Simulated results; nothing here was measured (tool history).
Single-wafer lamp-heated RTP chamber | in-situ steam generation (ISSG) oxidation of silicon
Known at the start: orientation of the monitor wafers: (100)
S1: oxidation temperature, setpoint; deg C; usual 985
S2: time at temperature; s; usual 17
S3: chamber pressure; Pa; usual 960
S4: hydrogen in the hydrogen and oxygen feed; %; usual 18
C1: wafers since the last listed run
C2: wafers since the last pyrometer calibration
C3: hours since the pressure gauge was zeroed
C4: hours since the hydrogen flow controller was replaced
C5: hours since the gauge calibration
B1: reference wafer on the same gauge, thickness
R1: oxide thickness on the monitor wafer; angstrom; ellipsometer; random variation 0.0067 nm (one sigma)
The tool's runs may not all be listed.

run	hour	S1	S2	S3	S4	C1	C2	C3	C4	C5	B1	R1
1	0	985	17	960	18	0	283	1364.6	0.5	176.5	4.821	45
2	11.9	985	17	960	18	223	507	1376.5	12.4	188.4	4.82	44.91
3	57.2	985	17	1067	18	850	1357	1421.8	57.7	233.7	4.82	45.21
4	70.4	985	17	960	21	247	1605	1435	70.9	246.9	4.821	46.93
5	79.3	985	17	960	21	167	1772	1443.9	79.8	255.8	4.822	46.9
6	87	985	17	960	21	144	1916	1451.6	87.5	263.5	4.822	46.89
7	93.3	985	17	960	18	118	2035	1457.9	93.8	269.8	4.821	45.19
8	101.5	985	15	960	18	153	2189	1466.1	102	278	4.821	42.81
# hour 116: pyrometer window cleaned and pyrometer calibrated
9	116.5	971	20	960	26	131	9	1481.1	117	293	4.819	50.31
10	119.6	973	17	960	18	58	67	1484.2	120.1	296.1	4.818	42.94
11	136.9	985	17	960	18	324	392	1501.5	137.4	313.4	4.82	44.96
12	143.7	985	17	960	18	127	520	1508.3	144.2	320.2	4.82	45.04
13	158	995	17	1027	18	268	788	1522.6	158.5	334.5	4.817	46.72
14	174.6	985	17	960	18	311	1100	1539.2	175.1	351.1	4.818	45.15
15	190.6	975	15	1067	11	300	1400	1555.2	191.1	367.1	4.821	37.04
16	204.1	985	17	960	11	253	1653	1568.7	204.6	380.6	4.817	40.41
17	219.6	995	15	960	11	290	1944	1584.2	220.1	396.1	4.82	39.45
18	229.7	985	17	960	18	189	2134	1594.3	230.2	406.2	4.819	45.05
# hour 244.3: pressure gauge zeroed
19	244.8	985	17	960	18	133	2267	0.5	245.3	421.3	4.819	45.23
20	245.2	971	12	920	21	7	2275	0.9	245.7	421.7	4.82	38.74
21	253.8	985	23	920	26	161	2436	9.5	254.3	430.3	4.822	56.42
# hour 258.6: gauge calibrated
# hour 262.6: pyrometer window cleaned and pyrometer calibrated
22	263.1	985	17	960	18	24	10	18.8	263.6	4.5	4.821	44.9
23	273.9	985	17	960	18	202	212	29.6	274.4	15.3	4.821	44.98
24	321.2	985	15	960	24	887	1100	76.9	321.7	62.6	4.82	46.12
25	335.5	995	14	920	11	268	1369	91.2	336	76.9	4.822	38.22
26	342.4	985	17	960	18	129	1498	98.1	342.9	83.8	4.819	45.21
27	355.3	985	17	960	18	242	1740	111	355.8	96.7	4.82	45.1
# hour 372.1: pyrometer window cleaned and pyrometer calibrated
28	372.9	990	17	920	13	180	15	128.6	373.4	114.3	4.82	42.24

The next listed run, before its measurement:
29	380.1	985	15	960	21	135	151	135.8	380.6	121.5	?	?

Run 29 gave B1 4.822, R1 44.13 angstrom.
Without the tool's hidden state the same run would have given R1 44.06 angstrom.
